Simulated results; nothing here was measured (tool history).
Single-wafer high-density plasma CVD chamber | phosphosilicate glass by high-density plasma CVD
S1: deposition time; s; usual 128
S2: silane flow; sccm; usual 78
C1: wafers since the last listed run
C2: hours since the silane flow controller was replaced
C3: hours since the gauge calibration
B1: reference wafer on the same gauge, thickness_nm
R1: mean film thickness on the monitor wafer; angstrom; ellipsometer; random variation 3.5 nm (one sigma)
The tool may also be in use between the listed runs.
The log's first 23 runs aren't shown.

| run | day | S1 | S2 | C1 | C2 | C3 | B1 | R1 |
|---|---|---|---|---|---|---|---|---|
| 24 | 27.058 | 107 | 82 | 337 | 138.0 | 177.8 | 1006.676 | 8010.75 |
| 25 | 28.942 | 138 | 92 | 726 | 183.2 | 223.0 | 1005.457 | 11509.65 |
| 26 | 30.179 | 107 | 71 | 477 | 212.9 | 252.7 | 1006.179 | 7047.36 |
| 27 | 31.500 | 128 | 66 | 509 | 244.6 | 284.4 | 1004.830 | 7925.81 |
| 28 | 32.733 | 118 | 66 | 475 | 274.2 | 314.0 | 1006.128 | 7376.51 |
| 29 | 34.212 | 128 | 86 | 570 | 309.7 | 349.5 | 1006.777 | 10129.88 |
| 30 | 34.771 | 128 | 64 | 215 | 323.1 | 362.9 | 1005.818 | 7824.25 |
| 31 | 35.850 | 150 | 67 | 416 | 349.0 | 388.8 | 1004.782 | 9508.56 |
| 32 | 36.375 | 120 | 91 | 202 | 361.6 | 401.4 | 1006.377 | 9903.16 |
| 33 | 37.350 | 128 | 78 | 376 | 385.0 | 424.8 | 1006.017 | 9279.51 |
| 34 | 38.329 | 107 | 92 | 377 | 408.5 | 448.3 | 1004.409 | 8927.98 |
| 35 | 39.246 | 113 | 92 | 353 | 430.5 | 470.3 | 1006.164 | 9482.33 |
| 36 | 40.271 | 128 | 78 | 395 | 455.1 | 494.9 | 1006.475 | 9256.32 |
| 37 | 41.408 | 135 | 71 | 438 | 482.4 | 522.2 | 1005.296 | 8980.46 |
| 38 | 42.454 | 112 | 69 | 403 | 507.5 | 547.3 | 1006.020 | 7282.08 |

Forecast run 39:
| 39 | 43.592 | 141 | 78 | 438 | 534.8 | 574.6 | ? | ? |

Run 39 gave B1 1006.183, R1 10194.15 angstrom.
Without the tool's hidden state the same run would have given R1 10011.91 angstrom.

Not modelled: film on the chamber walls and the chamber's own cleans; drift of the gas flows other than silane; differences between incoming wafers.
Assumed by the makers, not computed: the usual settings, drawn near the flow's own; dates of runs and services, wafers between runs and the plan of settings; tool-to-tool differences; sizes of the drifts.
